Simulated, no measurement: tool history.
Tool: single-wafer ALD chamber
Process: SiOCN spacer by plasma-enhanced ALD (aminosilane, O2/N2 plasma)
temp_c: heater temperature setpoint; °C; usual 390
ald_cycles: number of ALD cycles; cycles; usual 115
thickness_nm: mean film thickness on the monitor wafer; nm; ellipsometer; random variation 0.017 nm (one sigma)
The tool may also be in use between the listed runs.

| run | hour | temp_c | ald_cycles | read-back reference wafer on the same gauge, thickness_nm | thickness_nm |
|---|---|---|---|---|---|
| 1 | 0.0 | 390 | 125 | 8.186 | 7.521 |
| 2 | 14.6 | 390 | 125 | 8.198 | 7.527 |
| 3 | 27.6 | 390 | 125 | 8.190 | 7.575 |
| 4 | 39.3 | 390 | 115 | 8.184 | 6.928 |
| 5 | 53.9 | 390 | 115 | 8.189 | 6.952 |
| 6 | 60.3 | 380 | 127 | 8.185 | 7.632 |
| 7 | 67.5 | 380 | 127 | 8.191 | 7.639 |
| 8 | 78.6 | 386 | 130 | 8.187 | 7.866 |
| 9 | 86.6 | 386 | 130 | 8.191 | 7.830 |
| 10 | 104.1 | 386 | 130 | 8.186 | 7.870 |
| 11 | 118.3 | 390 | 115 | 8.191 | 6.955 |
| 12 | 135.3 | 390 | 115 | 8.190 | 6.947 |
|  | 145.6 | gauge calibrated |
|  | 146.8 | thermocouple changed; heater temperature recalibrated |
| 13 | 147.1 | 386 | 104 | 8.188 | 6.294 |
| 14 | 163.0 | 394 | 115 | 8.181 | 6.935 |
| 15 | 170.7 | 390 | 115 | 8.190 | 6.921 |
| 16 | 179.9 | 380 | 128 | 8.190 | 7.731 |
| 17 | 191.6 | 397 | 137 | 8.186 | 8.283 |
| 18 | 203.3 | 390 | 115 | 8.193 | 6.938 |
| 19 | 217.0 | 399 | 96 | 8.190 | 5.800 |
| 20 | 231.2 | 404 | 115 | 8.192 | 6.813 |
| 21 | 248.4 | 390 | 115 | 8.193 | 6.925 |
| 22 | 260.3 | 395 | 97 | 8.190 | 5.859 |

4 ways to go on from here, each from the tool as it stands after run 22. What would each give?
| A | 260.9 | 390 | 115 | ? | ? |
| B | 260.9 | 382 | 121 | ? | ? |
| C | 260.9 | 396 | 98 | ? | ? |
| D | 260.9 | 386 | 102 | ? | ? |

| run | read-back reference wafer on the same gauge, thickness_nm | thickness_nm |
|---|---|---|
| A | 8.188 | 6.932 |
| B | 8.188 | 7.293 |
| C | 8.188 | 5.907 |
| D | 8.188 | 6.148 |
Without the tool's hidden state the same runs would have given:
| run | thickness_nm |
|---|---|
| A | 6.932 |
| B | 7.293 |
| C | 5.907 |
| D | 6.148 |
